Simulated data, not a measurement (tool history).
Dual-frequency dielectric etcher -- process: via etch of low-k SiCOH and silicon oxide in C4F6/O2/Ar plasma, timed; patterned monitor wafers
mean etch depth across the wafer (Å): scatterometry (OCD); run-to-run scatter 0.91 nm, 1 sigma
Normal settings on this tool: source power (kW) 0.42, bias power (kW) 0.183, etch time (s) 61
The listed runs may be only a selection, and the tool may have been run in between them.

run     day  source power (kW)  bias power (kW)  etch time (s)  wafers since the last listed run  hours since the last wet clean  hours since the last source power generator calibration  hours since the last bias power generator calibration  hours since the last upper electrode change  hours since the gauge calibration  read-back reference wafer on the same gauge, depth_nm  mean etch depth across the wafer (Å)
  1       0               0.42            0.209             61                                 0                           623.5                                                   2107.2                                                 1623.4                                       4584.2                               24.9                                                  163.3                                  1880
  2   2.033               0.42            0.209             61                               854                           672.3                                                     2156                                                 1672.2                                         4633                               73.7                                                  163.1                                  1870
  3   4.438               0.42            0.215             61                              1010                             730                                                   2213.7                                                 1729.9                                       4690.7                              131.4                                                  163.1                                  1905
      5.767  -- wet clean of the chamber
  4   6.646               0.42            0.215             61                               507                            21.1                                                   2266.7                                                 1782.9                                       4743.7                              184.4                                                  163.1                                  1890
      9.296  -- upper electrode replaced
  5   9.317               0.42            0.215             61                               702                            85.2                                                   2330.8                                                   1847                                          0.5                              248.5                                                    163                                  1871
  6  20.338               0.42            0.183             61                              4633                           349.7                                                   2595.3                                                 2111.5                                          265                                513                                                  163.1                                  1796
  7   22.95               0.52            0.219             74                              1098                           412.4                                                     2658                                                 2174.2                                        327.7                              575.7                                                  162.9                                  2482
  8  29.817               0.38            0.224           52.5                              2886                           577.2                                                   2822.8                                                   2339                                        492.5                              740.5                                                    163                                  1609
  9  33.408               0.42            0.183             61                              1509                           663.4                                                     2909                                                 2425.2                                        578.7                              826.7                                                  162.9                                  1775
 10  35.475               0.42            0.183           46.5                               868                             713                                                   2958.6                                                 2474.8                                        628.3                              876.3                                                    163                                  1361
     37.925  -- wet clean of the chamber
 11  37.946               0.42            0.209             61                               618                             0.5                                                   3017.9                                                 2534.1                                        687.6                              935.6                                                    163                                  1874
 12  39.812               0.42            0.156             61                               784                            45.3                                                   3062.7                                                 2578.9                                        732.4                              980.4                                                  162.9                                  1684
 13  42.529               0.42            0.183             61                              1142                           110.5                                                   3127.9                                                 2644.1                                        797.6                             1045.6                                                  163.1                                  1792
 14  44.521               0.39            0.209           71.5                               837                           158.3                                                   3175.7                                                 2691.9                                        845.4                             1093.4                                                  163.1                                  2133
 15  46.433               0.42            0.183             61                               804                           204.2                                                   3221.6                                                 2737.8                                        891.3                             1139.3                                                  163.1                                  1788
     46.967  -- source power generator calibrated
 16  48.462               0.42            0.167             61                               782                           252.9                                                     35.9                                                 2786.5                                          940                               1188                                                    163                                  1726
 17  52.688               0.42            0.203             61                              1776                           354.3                                                    137.3                                                 2887.9                                       1041.4                             1289.4                                                  162.8                                  1872
 18  55.412               0.38            0.198             72                              1145                           419.7                                                    202.7                                                 2953.3                                       1106.8                             1354.8                                                  162.7                                  2108
 19  59.217               0.42            0.204             53                              1599                             511                                                      294                                                 3044.6                                       1198.1                             1446.1                                                  163.1                                  1616
 20  61.192               0.39            0.209           71.5                               830                           558.4                                                    341.4                                                   3092                                       1245.5                             1493.5                                                  162.8                                  2136
     61.988  -- bias power generator calibrated
     62.442  -- wet clean of the chamber
 21  64.212               0.42            0.183             61                              1009                            42.5                                                    413.9                                                   53.4                                         1318                               1566                                                  162.9                                  1795
 22  68.408               0.49            0.203           49.5                              1763                           143.2                                                    514.6                                                  154.1                                       1418.7                             1666.7                                                    163                                  1579
 23  70.375               0.35            0.218           76.5                               826                           190.4                                                    561.8                                                  201.3                                       1465.9                             1713.9                                                  162.9                                  2272
 24  72.562               0.42            0.183             61                               919                           242.9                                                    614.3                                                  253.8                                       1518.4                             1766.4                                                  163.1                                  1772
 25  75.767               0.52            0.211             56                              1347                           319.8                                                    691.2                                                  330.7                                       1595.3                             1843.3                                                  163.2                                  1855
 26  85.371               0.42            0.183             70                              4037                           550.3                                                    921.7                                                  561.2                                       1825.8                             2073.8                                                  162.9                                  2052
 27  88.888               0.42            0.183             55                              1478                           634.7                                                   1006.1                                                  645.6                                       1910.2                             2158.2                                                  162.9                                  1601
     92.688  -- wet clean of the chamber
 28  92.708               0.42            0.139           55.5                              1185                             0.5                                                   1097.8                                                  737.3                                       2001.9                             2249.9                                                  162.7                                  1480

For each run, what was the tool's unlogged condition?
etch rate over this chamber's usual, %: 0 in every run
source power that arrives over what is set, %: 0 in every run
bias power that arrives over what is set, %: 0 in every run
gauge reads high (%): 0 in every run
